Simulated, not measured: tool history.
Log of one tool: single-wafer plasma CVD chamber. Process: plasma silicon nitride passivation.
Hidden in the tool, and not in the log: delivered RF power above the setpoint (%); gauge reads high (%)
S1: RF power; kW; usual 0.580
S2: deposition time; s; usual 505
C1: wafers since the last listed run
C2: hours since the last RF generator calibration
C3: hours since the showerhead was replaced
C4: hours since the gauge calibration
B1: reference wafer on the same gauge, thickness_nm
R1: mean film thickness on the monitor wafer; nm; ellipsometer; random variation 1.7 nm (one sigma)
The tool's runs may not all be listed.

run	hour	S1	S2	C1	C2	C3	C4	B1	R1
1	0.0	0.655	482	0	1575.7	8368.7	371.2	831.588	837.403
2	8.5	0.580	505	42	1584.2	8377.2	379.7	832.214	845.565
3	19.0	0.580	505	52	1594.7	8387.7	390.2	832.419	844.236
4	72.4	0.580	537	266	1648.1	8441.1	443.6	832.096	894.959
5	86.3	0.580	537	69	1662.0	8455.0	457.5	831.744	894.167
6	101.9	0.580	505	77	1677.6	8470.6	473.1	832.958	842.996
7	116.5	0.580	505	72	1692.2	8485.2	487.7	831.470	842.850
8	123.4	0.580	505	34	1699.1	8492.1	494.6	831.850	842.867
9	133.5	0.500	505	50	1709.2	8502.2	504.7	830.992	805.504
10	146.6	0.500	505	65	1722.3	8515.3	517.8	831.308	805.605
11	153.0	0.500	505	31	1728.7	8521.7	524.2	832.334	805.012
12	163.7	0.660	505	53	1739.4	8532.4	534.9	832.241	874.174
13	213.0	0.660	505	246	1788.7	8581.7	584.2	831.546	872.179
14	230.4	0.640	505	86	1806.1	8599.1	601.6	831.454	866.490
15	245.1	0.640	505	73	1820.8	8613.8	616.3	832.035	865.351
# hour 255.8: RF generator calibrated
16	260.0	0.640	505	34	4.2	8628.7	631.2	831.686	887.598
17	277.8	0.510	455	88	22.0	8646.5	649.0	832.378	749.108
18	289.5	0.520	505	58	33.7	8658.2	660.7	831.599	833.698
19	338.7	0.580	505	245	82.9	8707.4	709.9	832.452	859.231
20	347.4	0.580	505	43	91.6	8716.1	718.6	832.325	862.446
21	358.4	0.580	505	54	102.6	8727.1	729.6	832.271	863.337
22	372.8	0.580	600	71	117.0	8741.5	744.0	831.185	1024.604
23	381.7	0.545	505	44	125.9	8750.4	752.9	831.460	845.262
24	398.8	0.535	535	85	143.0	8767.5	770.0	831.344	892.264
# hour 422.7: showerhead replaced
25	423.2	0.525	476	81	167.4	0.5	794.4	832.076	787.843
26	429.2	0.610	600	29	173.4	6.5	800.4	832.392	1039.545
27	437.0	0.580	585	38	181.2	14.3	808.2	832.465	998.069
# hour 448.7: gauge calibrated
28	451.8	0.580	531	73	196.0	29.1	3.1	832.193	907.140
29	463.5	0.525	505	58	207.7	40.8	14.8	831.250	835.269
30	475.1	0.655	543	57	219.3	52.4	26.4	831.944	959.433
31	481.3	0.490	563	30	225.5	58.6	32.6	831.796	913.087
32	518.3	0.625	406	184	262.5	95.6	69.6	831.635	707.952
33	535.0	0.480	450	83	279.2	112.3	86.3	831.574	723.305
34	551.1	0.580	505	80	295.3	128.4	102.4	832.212	862.552
35	557.7	0.580	505	32	301.9	135.0	109.0	831.470	856.715
36	571.1	0.580	477	66	315.3	148.4	122.4	831.233	812.979
37	597.4	0.580	505	131	341.6	174.7	148.7	832.697	862.436
38	612.7	0.475	592	76	356.9	190.0	164.0	832.670	946.209
39	627.9	0.580	505	75	372.1	205.2	179.2	832.143	858.753
40	638.9	0.580	505	54	383.1	216.2	190.2	832.034	861.108
41	651.7	0.580	505	63	395.9	229.0	203.0	832.022	859.678
42	662.7	0.580	505	54	406.9	240.0	214.0	831.705	858.619

What the log doesn't show, run by run:
gauge reads high (%): 0 in every run
H1: delivered RF power above the setpoint (%)
run	H1
1	-7.73
2	-7.77
3	-7.82
4	-8.07
5	-8.14
6	-8.21
7	-8.28
8	-8.31
9	-8.36
10	-8.42
11	-8.45
12	-8.5
13	-8.74
14	-8.82
15	-8.89
16	-0.225
17	-0.309
18	-0.364
19	-0.597
20	-0.638
21	-0.69
22	-0.758
23	-0.8
24	-0.88
25	-0.996
26	-1.02
27	-1.06
28	-1.13
29	-1.19
30	-1.24
31	-1.27
32	-1.44
33	-1.52
34	-1.6
35	-1.63
36	-1.69
37	-1.82
38	-1.89
39	-1.96
40	-2.01
41	-2.07
42	-2.13
